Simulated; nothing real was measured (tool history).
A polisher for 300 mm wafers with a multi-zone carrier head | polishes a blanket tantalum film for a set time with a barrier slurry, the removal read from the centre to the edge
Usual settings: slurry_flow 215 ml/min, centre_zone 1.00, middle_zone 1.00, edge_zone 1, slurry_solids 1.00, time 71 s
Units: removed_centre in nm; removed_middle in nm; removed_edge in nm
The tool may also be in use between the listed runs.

run	hour	slurry_flow	centre_zone	middle_zone	edge_zone	slurry_solids	time	incoming thickness of the incoming film, nm	removed_centre	removed_middle	removed_edge
1	0.0	215	1.00	1.00	1	0.90	71	387.5	117.0	117.8	118.8
2	25.3	215	1.00	1.00	1	0.90	71	388.8	116.3	118.9	117.4
3	49.8	215	1.00	1.00	1	1.15	71	387.8	123.3	126.6	126.2
4	90.2	215	1.00	1.00	1	1.15	71	385.5	122.7	125.4	123.7
# hour 101.8: worn pad replaced by a new one
5	118.4	215	1.00	1.00	1	1.15	71	384.2	121.6	123.0	123.1
6	161.6	200	0.95	1.00	1	1.00	71	390.0	107.6	118.6	121.5
# hour 171.1: slurry nozzle cleaned
7	210.7	215	1.00	1.00	1	1.00	71	384.5	104.7	111.9	114.3
# hour 217.7: worn pad replaced by a new one
# hour 264.2: slurry nozzle cleaned, repeated, since the last time left the tool worse
8	271.4	215	1.00	1.00	1	1.00	71	390.1	123.2	127.0	121.2
9	312.3	215	1.00	1.00	1	1.10	96	389.9	173.8	174.3	170.9
# hour 345.6: worn pad replaced by a new one
10	359.9	215	1.00	0.94	1	1.00	61	389.3	103.7	103.1	105.2
# hour 363.0: edge zone pressure recalibrated
11	384.6	215	1.00	1.00	1	1.00	71	390.6	121.4	125.5	123.1

The next listed run, before its measurement:
# hour 439.0: centre zone pressure recalibrated
12	443.4	215	1.00	1.00	1	1.00	71	388.9	?	?	?

Run 12 gave removed_centre 121.1 nm, removed_middle 125.3 nm, removed_edge 124.3 nm.
Without the tool's hidden state the same run would have given removed_centre 125.0 nm, removed_middle 129.0 nm, removed_edge 127.0 nm.
